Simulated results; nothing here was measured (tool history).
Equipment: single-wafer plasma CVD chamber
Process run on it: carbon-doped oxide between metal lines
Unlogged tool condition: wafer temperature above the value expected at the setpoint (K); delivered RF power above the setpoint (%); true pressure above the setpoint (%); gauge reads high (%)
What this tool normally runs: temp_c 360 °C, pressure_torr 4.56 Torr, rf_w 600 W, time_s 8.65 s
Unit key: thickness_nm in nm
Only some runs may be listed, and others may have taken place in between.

run,hour,temp_c,pressure_torr,rf_w,time_s,wafers since the last listed run,hours since the last thermocouple change,hours since the last RF generator calibration,hours since the last manometer calibration,hours since the showerhead was replaced,hours since the gauge calibration,"read-back reference wafer on the same gauge, thickness_nm",thickness_nm
1,0,360,4.56,600,8.65,0,1903.1,372.3,2207.6,5596.7,805.7,45.329,48.111
2,62.5,352,4.56,600,10.02,1151,1965.6,434.8,2270.1,5659.2,868.2,45.299,56.864
# hour 81.8: gauge calibrated
3,122.7,352,4.56,600,10.02,1108,2025.8,495,2330.3,5719.4,40.9,45.001,56.557
4,150.1,360,4.56,600,8.65,504,2053.2,522.4,2357.7,5746.8,68.3,44.994,47.547
5,335.6,360,4.56,600,8.65,3417,2238.7,707.9,2543.2,5932.3,253.8,45.281,48.011
# hour 488: thermocouple changed; heater temperature recalibrated
6,536,360,4.56,600,8.65,3544,48,908.3,2743.6,6132.7,454.2,45.352,48.149
# hour 567: RF generator calibrated
7,572.7,360,4.56,600,8.65,528,84.7,5.7,2780.3,6169.4,490.9,45.361,48.063
8,607.2,360,4.56,600,8.65,635,119.2,40.2,2814.8,6203.9,525.4,45.372,48.123
9,634,360,4.56,600,8.65,493,146,67,2841.6,6230.7,552.2,45.419,48.112
10,666.1,360,4.56,600,8.65,591,178.1,99.1,2873.7,6262.8,584.3,45.406,48.114
11,711.1,360,4.56,600,8.65,828,223.1,144.1,2918.7,6307.8,629.3,45.413,48.16
# hour 846.3: capacitance manometer re-zeroed and calibrated
12,846.8,360,5.48,720,10.1,2352,358.8,279.8,0.5,6443.5,765,45.443,63.618
13,913.5,360,4.04,600,8.65,1228,425.5,346.5,67.2,6510.2,831.7,45.464,47.351
14,969.3,372,5.16,495,7.7,1027,481.3,402.3,123,6566,887.5,45.398,38.377
# hour 993.9: gauge calibrated
# hour 1094.3: showerhead replaced
15,1096.4,360,4.56,705,8.65,2194,608.4,529.4,250.1,2.1,102.5,45.002,51.84
16,1140.1,360,4.56,600,8.65,805,652.1,573.1,293.8,45.8,146.2,45.074,47.63
17,1208.7,360,4.56,600,8.65,1263,720.7,641.7,362.4,114.4,214.8,45.135,48.144
18,1265.6,374,3.64,530,8.06,1048,777.6,698.6,419.3,171.3,271.7,45.184,39.009

Forecast run 19:
19,1325.9,369,4.56,705,8.65,1110,837.9,758.9,479.6,231.6,332,?,?

read-back reference wafer on the same gauge, thickness_nm: 45.236
thickness_nm: 51.055 nm
Minus the tool's unlogged condition, the same run would have read thickness_nm 50.667 nm.
